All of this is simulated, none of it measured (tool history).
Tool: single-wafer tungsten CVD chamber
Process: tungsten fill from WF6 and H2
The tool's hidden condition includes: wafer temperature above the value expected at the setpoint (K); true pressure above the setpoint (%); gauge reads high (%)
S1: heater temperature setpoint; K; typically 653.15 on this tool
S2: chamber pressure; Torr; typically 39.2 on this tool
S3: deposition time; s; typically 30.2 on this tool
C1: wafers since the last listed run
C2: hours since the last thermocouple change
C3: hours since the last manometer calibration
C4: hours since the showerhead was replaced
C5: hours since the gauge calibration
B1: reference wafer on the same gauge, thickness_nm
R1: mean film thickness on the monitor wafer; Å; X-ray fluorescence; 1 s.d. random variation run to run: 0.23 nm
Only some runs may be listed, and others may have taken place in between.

run,hour,S1,S2,S3,C1,C2,C3,C4,C5,B1,R1
1,0,653.15,39.2,30.2,0,2447.8,1470.2,4541.5,390.3,75.175,638.44
2,16.5,653.15,39.2,30.2,586,2464.3,1486.7,4558,406.8,75.227,634.47
3,46.9,653.15,39.2,30.2,1080,2494.7,1517.1,4588.4,437.2,75.189,638.06
4,67.2,653.15,39.2,30.2,721,2515,1537.4,4608.7,457.5,75.187,633.51
5,154.7,653.15,39.2,30.2,3108,2602.5,1624.9,4696.2,545,75.232,633.66
6,173.1,653.15,39.2,30.2,653,2620.9,1643.3,4714.6,563.4,75.19,633.97
# hour 195.2: showerhead replaced
7,198.5,653.15,39.2,30.2,618,2646.3,1668.7,3.3,588.8,75.194,632.78
8,219.3,653.15,39.2,30.2,739,2667.1,1689.5,24.1,609.6,75.224,634.61
9,232.9,653.15,39.2,30.2,483,2680.7,1703.1,37.7,623.2,75.249,632.05
10,267,653.15,39.2,30.2,1211,2714.8,1737.2,71.8,657.3,75.196,630.12
11,316.3,667.15,46.5,26.7,1751,2764.1,1786.5,121.1,706.6,75.21,805.28
12,335.3,662.15,31.6,28.2,675,2783.1,1805.5,140.1,725.6,75.217,671.7
# hour 349.7: gauge calibrated
13,354.1,641.15,39.2,25.9,667,2801.9,1824.3,158.9,4.4,75.147,403.83
# hour 381.6: thermocouple changed; heater temperature recalibrated
14,398.6,641.15,36.4,30.2,1296,17,1868.8,203.4,48.9,75.232,530.07
15,425.2,653.15,39.2,30.2,945,43.6,1895.4,230,75.5,75.157,715.88
# hour 436.9: capacitance manometer re-zeroed and calibrated
16,443.5,653.15,32,27.2,365,61.9,6.6,248.3,93.8,75.179,602.1
17,456.4,663.15,39.2,30.2,458,74.8,19.5,261.2,106.7,75.239,888.26
18,490.5,653.15,39.2,30.2,1211,108.9,53.6,295.3,140.8,75.211,713.6
19,523.4,653.15,31.7,26,1168,141.8,86.5,328.2,173.7,75.226,572.62
20,544.6,653.15,39.2,30.2,753,163,107.7,349.4,194.9,75.215,712.81
21,592.9,653.15,39.2,26.6,1716,211.3,156,397.7,243.2,75.206,624.81

Here are 3 independent what-if runs from the current tool condition. What would each one return?
A,593.3,640.15,39.2,30.2,14,211.7,156.4,398.1,243.6,?,?
B,593.3,660.15,45.9,28.1,14,211.7,156.4,398.1,243.6,?,?
C,593.3,649.15,30.7,34.3,14,211.7,156.4,398.1,243.6,?,?

run,B1,R1
A,75.168,522.94
B,75.168,810.45
C,75.168,678.02
The same runs, with their run-to-run variation unchanged, on a tool lacking any hidden condition would have given:
run,R1
A,517.98
B,803.46
C,671.87
